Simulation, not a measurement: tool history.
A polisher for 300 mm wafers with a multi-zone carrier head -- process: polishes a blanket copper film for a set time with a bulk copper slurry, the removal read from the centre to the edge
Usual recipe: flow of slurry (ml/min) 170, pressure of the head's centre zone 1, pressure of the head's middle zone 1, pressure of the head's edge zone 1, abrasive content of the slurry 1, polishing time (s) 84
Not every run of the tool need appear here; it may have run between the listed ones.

run	hour	flow of slurry (ml/min)	pressure of the head's centre zone	pressure of the head's middle zone	pressure of the head's edge zone	abrasive content of the slurry	polishing time (s)	incoming thickness of the incoming film, nm	film removed at the wafer's centre (Å)	film removed at mid-radius (Å)	film removed at the wafer's edge (Å)
1	0	170	1	1.03	1	1	84	4733.4	11592	11518	11302
2	58.5	170	1	1.03	1	1	84	4765.6	11589	11581	11136
3	128.4	170	1	0.93	1.09	1	84	4676.3	11417	10347	11280
# hour 148.8: worn pad replaced by a new one, repeated, since the last time left the tool worse
4	169	170	1	1	1	1	84	4717.2	12950	12778	12655
5	204	170	1	1	1	1	84	4675.9	12881	12678	12450
6	238.6	170	1	1	1	1	84	4711	12923	12395	12777
# hour 252.6: slurry nozzle cleaned
# hour 301.1: edge zone pressure recalibrated
7	309	170	1	1	1	1	84	4733.9	12807	12489	12149
# hour 335.1: centre zone pressure recalibrated
8	360.1	130	1	1	1	1	84	4726.7	11866	11678	12029
# hour 383.6: worn pad replaced by a new one
9	393.9	170	1	1.08	1.08	1	84	4745.8	12983	13264	13173
10	435.6	135	1	1	0.9	1	74	4746.4	10948	10708	10275
11	491.7	170	1	1	1.07	1	84	4722.7	12801	12505	12871
12	523.2	170	1	1.03	1	1	84	4723.1	12838	12771	12501
13	562.8	170	1.05	1.07	0.9	1	84	4789.8	13238	12933	11750
14	622.8	170	1	1	1	1.2	84	4773.8	12997	12517	12594
# hour 656.2: worn pad replaced by a new one
15	671	170	1	0.94	1	1	84	4801	12748	12081	12633
# hour 744.5: carrier head's membrane replaced by a new one
16	745	170	1.11	1	1	1	84	4731	14207	12499	12430
17	809.2	170	1	1	1	1	84	4701.5	12839	12355	12243
18	855.6	170	1	1	1	1	84	4778.7	12434	12019	12099
# hour 907.3: worn pad replaced by a new one
19	914.4	170	1.03	1	1	1.15	84	4714.8	13855	13328	13134
20	968.7	170	1	1.03	1	1	84	4822.2	12817	12877	12707
# hour 1011.4: centre zone pressure recalibrated
21	1026.8	170	1	1	1.12	0.9	96	4662	14308	13912	14663

What the log doesn't show, run by run:
slurry flow missing at the pad, %: 0, the same for each run
deviation of the centre zone's pressure from its setpoint, %: 0, the same for each run
deviation of the edge zone's pressure from its setpoint, %: 0, the same for each run
H1: removal rate lost through wear of the pad, %
run	H1
1	11.7
2	12.2
3	13.5
4	0.383
5	0.592
6	0.989
7	2.38
8	3.89
9	0.875
10	1.08
11	1.79
12	2.41
13	3.41
14	5.4
15	0.88
16	1.49
17	2.72
18	4.01
19	0.473
20	0.767
21	1.6
